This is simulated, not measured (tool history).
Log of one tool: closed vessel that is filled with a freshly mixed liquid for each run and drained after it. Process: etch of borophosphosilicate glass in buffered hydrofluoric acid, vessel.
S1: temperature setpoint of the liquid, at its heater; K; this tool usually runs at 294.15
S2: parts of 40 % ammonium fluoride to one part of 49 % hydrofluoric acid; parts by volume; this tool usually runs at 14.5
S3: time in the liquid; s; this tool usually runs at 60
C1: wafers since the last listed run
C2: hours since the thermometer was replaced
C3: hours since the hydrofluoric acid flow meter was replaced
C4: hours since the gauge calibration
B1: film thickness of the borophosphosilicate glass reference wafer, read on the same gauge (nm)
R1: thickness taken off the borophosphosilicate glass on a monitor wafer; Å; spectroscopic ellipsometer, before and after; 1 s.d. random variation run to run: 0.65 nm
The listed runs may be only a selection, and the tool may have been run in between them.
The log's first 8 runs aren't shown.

run   hour      S1    S2  S3    C1      C2     C3     C4      B1      R1
  9   95.8  294.15  14.5  60  1492  1742.6  583.5  296.3  129.97   871.6
 10  108.4  293.15  14.5  60  1741  1755.2  596.1  308.9  129.97   805.7
 11  120.1  293.15  14.5  60  1617  1766.9  607.8  320.6  130.02   819.5
 12  133.6  297.15  14.5  60  1866  1780.4  621.3  334.1  130.03  1020.1
 13  149.2  296.65  11.0  70  2156  1796.0  636.9  349.7  130.00  1517.0
 14  159.6  294.15  14.5  60  1437  1806.4  647.3  360.1  130.03   868.8
 15  176.1  294.15  14.5  40  2280  1822.9  663.8  376.6  130.00   572.7
     183.3  -- gauge calibrated
 16  184.6  292.15  10.5  80  1174  1831.4  672.3    1.3  130.01  1429.4
     189.5  -- hydrofluoric acid flow meter replaced
 17  192.1  296.15   8.5  50   898  1838.9    2.6    8.8  129.97  1344.2
 18  198.7  294.15  14.5  60   912  1845.5    9.2   15.4  130.04   883.0
 19  205.5  294.15  18.0  60   939  1852.3   16.0   22.2  130.01   701.7
 20  215.1  292.15  10.0  60  1327  1861.9   25.6   31.8  129.96  1132.1
 21  224.2  294.15  14.5  60  1257  1871.0   34.7   40.9  130.00   871.6
 22  232.7  291.15  10.0  80  1174  1879.5   43.2   49.4  130.02  1443.3
 23  250.6  298.65  14.5  30  2474  1897.4   61.1   67.3  129.95   552.2
 24  257.2  294.15  13.0  50   912  1904.0   67.7   73.9  129.98   799.7
     259.4  -- thermometer replaced
 25  271.2  298.65  14.5  60  1796    11.8   81.7   87.9  130.00   958.2
 26  284.9  290.65  18.5  35  1893    25.5   95.4  101.6  129.97   282.0
 27  299.4  294.15  11.5  60  2004    40.0  109.9  116.1  129.98   936.6
 28  306.3  298.65  14.5  60   953    46.9  116.8  123.0  130.01   958.3
 29  317.7  291.65  14.5  40  1575    58.3  128.2  134.4  130.00   435.8
 30  329.6  291.65  20.0  70  1644    70.2  140.1  146.3  130.02   546.6
 31  343.1  294.15  14.5  45  1866    83.7  153.6  159.8  130.04   561.6
 32  361.0  291.65   9.0  60  2474   101.6  171.5  177.7  130.02  1024.3

Predict each of these 3 candidate next runs independently; none follows another, all start after run 32:
  A  361.7  294.15  14.5  60  96  102.3  172.2  178.4   ?   ?
  B  361.7  291.65  14.5  60  96  102.3  172.2  178.4   ?   ?
  C  361.7  298.15  12.5  40  96  102.3  172.2  178.4   ?   ?

run      B1     R1
  A  130.06  752.3
  B  130.06  655.1
  C  130.06  721.1
With the hidden condition removed and each run's random variation left untouched, the same runs would have given:
run     R1
  A  736.3
  B  640.9
  C  706.2
